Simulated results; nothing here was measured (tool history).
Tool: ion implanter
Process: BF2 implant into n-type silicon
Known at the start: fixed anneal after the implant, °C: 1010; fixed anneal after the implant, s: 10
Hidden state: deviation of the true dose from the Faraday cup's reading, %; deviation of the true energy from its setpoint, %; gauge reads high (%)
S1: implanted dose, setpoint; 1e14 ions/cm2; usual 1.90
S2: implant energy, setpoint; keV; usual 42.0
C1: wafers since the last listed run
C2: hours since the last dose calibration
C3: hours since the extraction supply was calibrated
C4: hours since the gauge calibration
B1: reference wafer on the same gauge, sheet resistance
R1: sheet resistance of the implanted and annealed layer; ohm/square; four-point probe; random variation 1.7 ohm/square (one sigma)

run	day	S1	S2	C1	C2	C3	C4	B1	R1
1	0.000	1.90	47.0	0	1609.2	5133.5	728.0	519.44	511.07
# day 2.829: gauge calibrated
2	4.071	1.90	47.0	2202	1706.9	5231.2	29.8	520.34	513.58
3	7.892	1.57	42.0	2066	1798.6	5322.9	121.5	519.33	602.05
4	11.917	1.90	42.0	2177	1895.2	5419.5	218.1	520.56	517.94
5	16.371	1.90	42.0	2409	2002.1	5526.4	325.0	519.26	517.36
6	20.542	1.90	42.0	2256	2102.2	5626.5	425.1	519.52	517.44
7	22.496	1.90	42.0	1057	2149.1	5673.4	472.0	520.51	514.77
8	24.100	1.90	42.0	867	2187.6	5711.9	510.5	520.52	513.94
9	25.783	2.05	53.0	910	2228.0	5752.3	550.9	520.49	467.97
10	28.246	1.62	56.5	1332	2287.1	5811.4	610.0	520.54	562.41
# day 30.912: extraction supply calibrated
# day 31.717: Faraday cup replaced and dose calibrated
11	31.738	1.35	35.5	1528	0.5	19.8	693.8	519.70	712.47
12	33.362	1.62	56.5	879	39.5	58.8	732.8	520.87	585.49
# day 33.883: gauge calibrated
13	37.096	2.38	55.0	2019	129.1	148.4	77.1	519.74	432.08
14	41.333	1.33	31.0	2292	230.8	250.1	178.8	519.32	739.78
15	43.704	2.06	32.5	1282	287.7	307.0	235.7	520.45	513.42

How the hidden state differs across the entries between the runs, from the last listed run before each to the first after it:
Between runs 1 and 2: gauge calibrated (day 2.829)
  deviation of the true dose from the Faraday cup's reading, %: 4 -> 4.23
  measured less the result without the state, R1: -16.02 -> -17.02 ohm/square
Between runs 10 and 11: extraction supply calibrated (day 30.912); Faraday cup replaced and dose calibrated (day 31.717)
  deviation of the true dose from the Faraday cup's reading, %: 5.61 -> -0.0309
  measured less the result without the state, R1: -24.69 -> +0.18 ohm/square
Between runs 12 and 13: gauge calibrated (day 33.883)
  deviation of the true dose from the Faraday cup's reading, %: 0.0613 -> 0.273
  measured less the result without the state, R1: -0.29 -> -0.96 ohm/square
